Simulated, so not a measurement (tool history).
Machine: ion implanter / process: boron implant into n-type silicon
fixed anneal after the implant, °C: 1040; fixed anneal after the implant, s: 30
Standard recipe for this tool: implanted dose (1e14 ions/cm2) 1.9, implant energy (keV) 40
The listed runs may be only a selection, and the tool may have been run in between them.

| run | hour | implanted dose (1e14 ions/cm2) | implant energy (keV) | read-back reference wafer on the same gauge, sheet resistance | sheet resistance of the implanted and annealed layer (ohm/square) |
|---|---|---|---|---|---|
| 1 | 0 | 1.9 | 40 | 468.15 | 419.11 |
| 2 | 36.7 | 1.9 | 40 | 467.8 | 420.15 |
| 3 | 51.8 | 1.9 | 40 | 468.11 | 419.46 |
| 4 | 69.5 | 1.9 | 30.5 | 468.06 | 434.14 |
| 5 | 78.5 | 1.9 | 30.5 | 467.91 | 435.47 |
| 6 | 87 | 1.9 | 30.5 | 467.83 | 434.91 |
| 7 | 97.6 | 1.9 | 40 | 467.91 | 421.08 |
| 8 | 113.9 | 1.9 | 40 | 467.88 | 420.07 |
|  | 126.1 | extraction supply calibrated |
| 9 | 126.6 | 1.9 | 45.5 | 467.88 | 413.13 |
| 10 | 133.6 | 1.9 | 40 | 468.23 | 420.23 |
|  | 149 | Faraday cup replaced and dose calibrated |
| 11 | 150.3 | 1.9 | 40 | 467.9 | 432.79 |
| 12 | 167.3 | 1.9 | 40 | 467.92 | 432.52 |
| 13 | 182 | 2.03 | 40 | 467.91 | 411.32 |
|  | 182.6 | gauge calibrated |
| 14 | 195 | 1.62 | 26.5 | 467.9 | 517.52 |
| 15 | 201.2 | 2.45 | 32.5 | 468.06 | 364.05 |
| 16 | 215.5 | 1.9 | 40 | 467.9 | 431.49 |
| 17 | 225.9 | 1.9 | 40 | 468.14 | 430.34 |
| 18 | 238.8 | 2.25 | 27 | 467.95 | 397.05 |
| 19 | 251.2 | 1.9 | 40 | 467.92 | 430.12 |
| 20 | 275.6 | 1.65 | 52 | 467.85 | 459.54 |
| 21 | 291.2 | 1.35 | 31 | 468.28 | 579.25 |
| 22 | 301.5 | 2.31 | 29.5 | 467.95 | 383.87 |
| 23 | 319.5 | 1.9 | 51 | 467.86 | 414.59 |
| 24 | 337 | 2.47 | 40 | 468.01 | 350.27 |
| 25 | 349.7 | 1.6 | 43.5 | 468.21 | 482.36 |
| 26 | 359.9 | 1.63 | 52.5 | 467.92 | 463.17 |
| 27 | 406.1 | 1.9 | 40 | 468.07 | 428.42 |

Branching from run 27: 4 alternative next runs. What would each branch give?
| A | 406.5 | 1.9 | 31 | ? | ? |
| B | 406.5 | 2.31 | 51 | ? | ? |
| C | 406.5 | 1.4 | 40 | ? | ? |
| D | 406.5 | 2.21 | 32 | ? | ? |

| run | read-back reference wafer on the same gauge, sheet resistance | sheet resistance of the implanted and annealed layer (ohm/square) |
|---|---|---|
| A | 468.35 | 443.51 |
| B | 468.35 | 356.6 |
| C | 468.35 | 538.81 |
| D | 468.35 | 392.03 |
Take away the tool's hidden state, keep each run's random variation, and the runs would have read:
| run | sheet resistance of the implanted and annealed layer (ohm/square) |
|---|---|
| A | 449.77 |
| B | 361.55 |
| C | 545.94 |
| D | 397.64 |
